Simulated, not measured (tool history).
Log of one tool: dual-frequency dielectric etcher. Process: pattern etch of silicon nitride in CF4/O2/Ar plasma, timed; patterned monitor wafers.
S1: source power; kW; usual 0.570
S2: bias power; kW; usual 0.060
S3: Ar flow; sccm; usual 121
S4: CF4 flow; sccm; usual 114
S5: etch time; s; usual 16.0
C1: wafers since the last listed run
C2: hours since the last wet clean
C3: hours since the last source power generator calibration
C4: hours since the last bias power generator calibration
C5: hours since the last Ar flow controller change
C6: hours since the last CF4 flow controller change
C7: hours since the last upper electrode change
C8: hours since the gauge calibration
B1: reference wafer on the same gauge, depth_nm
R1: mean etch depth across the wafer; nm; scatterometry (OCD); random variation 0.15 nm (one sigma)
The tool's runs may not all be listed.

{"run": 1, "hour": 0.0, "S1": 0.57, "S2": 0.06, "S3": 121, "S4": 114, "S5": 16.0, "C1": 0, "C2": 92.0, "C3": 1282.4, "C4": 4057.7, "C5": 157.2, "C6": 4537.7, "C7": 1885.7, "C8": 1265.1, "B1": 33.07, "R1": 36.76}
{"run": 2, "hour": 37.1, "S1": 0.57, "S2": 0.06, "S3": 121, "S4": 114, "S5": 16.0, "C1": 652, "C2": 129.1, "C3": 1319.5, "C4": 4094.8, "C5": 194.3, "C6": 4574.8, "C7": 1922.8, "C8": 1302.2, "B1": 33.11, "R1": 36.86}
{"run": 3, "hour": 117.6, "S1": 0.44, "S2": 0.056, "S3": 121, "S4": 122, "S5": 13.0, "C1": 1415, "C2": 209.6, "C3": 1400.0, "C4": 4175.3, "C5": 274.8, "C6": 4655.3, "C7": 2003.3, "C8": 1382.7, "B1": 33.14, "R1": 22.17}
{"run": 4, "hour": 208.8, "S1": 0.65, "S2": 0.046, "S3": 108, "S4": 88, "S5": 16.0, "C1": 1603, "C2": 300.8, "C3": 1491.2, "C4": 4266.5, "C5": 366.0, "C6": 4746.5, "C7": 2094.5, "C8": 1473.9, "B1": 33.1, "R1": 37.03}
{"run": 5, "hour": 252.3, "S1": 0.43, "S2": 0.051, "S3": 140, "S4": 114, "S5": 16.0, "C1": 764, "C2": 344.3, "C3": 1534.7, "C4": 4310.0, "C5": 409.5, "C6": 4790.0, "C7": 2138.0, "C8": 1517.4, "B1": 33.1, "R1": 24.85}
{"hour": 298.2, "done": "source power generator calibrated"}
{"hour": 325.6, "done": "CF4 flow controller replaced"}
{"hour": 355.0, "done": "upper electrode replaced"}
{"run": 6, "hour": 355.5, "S1": 0.57, "S2": 0.06, "S3": 121, "S4": 140, "S5": 16.0, "C1": 1216, "C2": 447.5, "C3": 57.3, "C4": 4413.2, "C5": 512.7, "C6": 29.9, "C7": 0.5, "C8": 1620.6, "B1": 33.11, "R1": 37.13}
{"run": 7, "hour": 442.9, "S1": 0.57, "S2": 0.06, "S3": 121, "S4": 114, "S5": 16.0, "C1": 1536, "C2": 534.9, "C3": 144.7, "C4": 4500.6, "C5": 600.1, "C6": 117.3, "C7": 87.9, "C8": 1708.0, "B1": 33.09, "R1": 36.85}
{"hour": 470.9, "done": "wet clean of the chamber"}
{"run": 8, "hour": 531.2, "S1": 0.57, "S2": 0.074, "S3": 94, "S4": 132, "S5": 13.5, "C1": 1130, "C2": 60.3, "C3": 233.0, "C4": 4588.9, "C5": 688.4, "C6": 205.6, "C7": 176.2, "C8": 1796.3, "B1": 33.08, "R1": 34.9}
{"run": 9, "hour": 570.5, "S1": 0.57, "S2": 0.064, "S3": 121, "S4": 98, "S5": 16.0, "C1": 691, "C2": 99.6, "C3": 272.3, "C4": 4628.2, "C5": 727.7, "C6": 244.9, "C7": 215.5, "C8": 1835.6, "B1": 33.09, "R1": 37.76}
{"run": 10, "hour": 664.3, "S1": 0.57, "S2": 0.06, "S3": 121, "S4": 91, "S5": 16.0, "C1": 1649, "C2": 193.4, "C3": 366.1, "C4": 4722.0, "C5": 821.5, "C6": 338.7, "C7": 309.3, "C8": 1929.4, "B1": 33.1, "R1": 36.17}
{"run": 11, "hour": 735.8, "S1": 0.57, "S2": 0.06, "S3": 121, "S4": 103, "S5": 16.0, "C1": 1257, "C2": 264.9, "C3": 437.6, "C4": 4793.5, "C5": 893.0, "C6": 410.2, "C7": 380.8, "C8": 2000.9, "B1": 33.11, "R1": 36.56}
{"hour": 787.6, "done": "gauge calibrated"}
{"run": 12, "hour": 830.1, "S1": 0.46, "S2": 0.06, "S3": 121, "S4": 114, "S5": 16.0, "C1": 1658, "C2": 359.2, "C3": 531.9, "C4": 4887.8, "C5": 987.3, "C6": 504.5, "C7": 475.1, "C8": 42.5, "B1": 33.08, "R1": 29.04}
{"run": 13, "hour": 904.5, "S1": 0.57, "S2": 0.06, "S3": 121, "S4": 114, "S5": 16.0, "C1": 1308, "C2": 433.6, "C3": 606.3, "C4": 4962.2, "C5": 1061.7, "C6": 578.9, "C7": 549.5, "C8": 116.9, "B1": 33.08, "R1": 36.58}
{"hour": 920.1, "done": "bias power generator calibrated"}
{"run": 14, "hour": 1002.4, "S1": 0.67, "S2": 0.073, "S3": 121, "S4": 135, "S5": 12.0, "C1": 1651, "C2": 531.5, "C3": 704.2, "C4": 82.3, "C5": 1159.6, "C6": 676.8, "C7": 647.4, "C8": 214.8, "B1": 33.13, "R1": 35.65}
{"hour": 1047.2, "done": "wet clean of the chamber"}
{"run": 15, "hour": 1048.4, "S1": 0.48, "S2": 0.06, "S3": 121, "S4": 114, "S5": 16.0, "C1": 386, "C2": 1.2, "C3": 750.2, "C4": 128.3, "C5": 1205.6, "C6": 722.8, "C7": 693.4, "C8": 260.8, "B1": 33.09, "R1": 30.82}
{"run": 16, "hour": 1095.6, "S1": 0.57, "S2": 0.071, "S3": 150, "S4": 122, "S5": 18.0, "C1": 829, "C2": 48.4, "C3": 797.4, "C4": 175.5, "C5": 1252.8, "C6": 770.0, "C7": 740.6, "C8": 308.0, "B1": 33.07, "R1": 44.09}
{"run": 17, "hour": 1300.7, "S1": 0.57, "S2": 0.055, "S3": 121, "S4": 114, "S5": 16.0, "C1": 3606, "C2": 253.5, "C3": 1002.5, "C4": 380.6, "C5": 1457.9, "C6": 975.1, "C7": 945.7, "C8": 513.1, "B1": 33.1, "R1": 35.39}
{"run": 18, "hour": 1388.2, "S1": 0.57, "S2": 0.06, "S3": 121, "S4": 132, "S5": 16.0, "C1": 1538, "C2": 341.0, "C3": 1090.0, "C4": 468.1, "C5": 1545.4, "C6": 1062.6, "C7": 1033.2, "C8": 600.6, "B1": 33.12, "R1": 37.0}
{"run": 19, "hour": 1460.7, "S1": 0.57, "S2": 0.074, "S3": 94, "S4": 132, "S5": 13.5, "C1": 1274, "C2": 413.5, "C3": 1162.5, "C4": 540.6, "C5": 1617.9, "C6": 1135.1, "C7": 1105.7, "C8": 673.1, "B1": 33.04, "R1": 34.66}
{"run": 20, "hour": 1550.8, "S1": 0.62, "S2": 0.052, "S3": 121, "S4": 139, "S5": 16.0, "C1": 1584, "C2": 503.6, "C3": 1252.6, "C4": 630.7, "C5": 1708.0, "C6": 1225.2, "C7": 1195.8, "C8": 763.2, "B1": 33.15, "R1": 38.02}
{"hour": 1579.5, "done": "wet clean of the chamber"}
{"run": 21, "hour": 1592.6, "S1": 0.57, "S2": 0.06, "S3": 121, "S4": 114, "S5": 16.0, "C1": 312, "C2": 13.1, "C3": 1294.4, "C4": 672.5, "C5": 1749.8, "C6": 1267.0, "C7": 1237.6, "C8": 805.0, "B1": 33.11, "R1": 36.79}
{"run": 22, "hour": 1633.3, "S1": 0.57, "S2": 0.06, "S3": 121, "S4": 114, "S5": 16.0, "C1": 715, "C2": 53.8, "C3": 1335.1, "C4": 713.2, "C5": 1790.5, "C6": 1307.7, "C7": 1278.3, "C8": 845.7, "B1": 33.07, "R1": 36.78}

The tool's hidden state at each run:
etch rate over this chamber's usual, %: 0 in every run
source power that arrives over what is set, %: 0 in every run
bias power that arrives over what is set, %: 0 in every run
Ar flow that arrives over what is set, %: 0 in every run
CF4 flow that arrives over what is set, %: 0 in every run
gauge reads high (%): 0 in every run
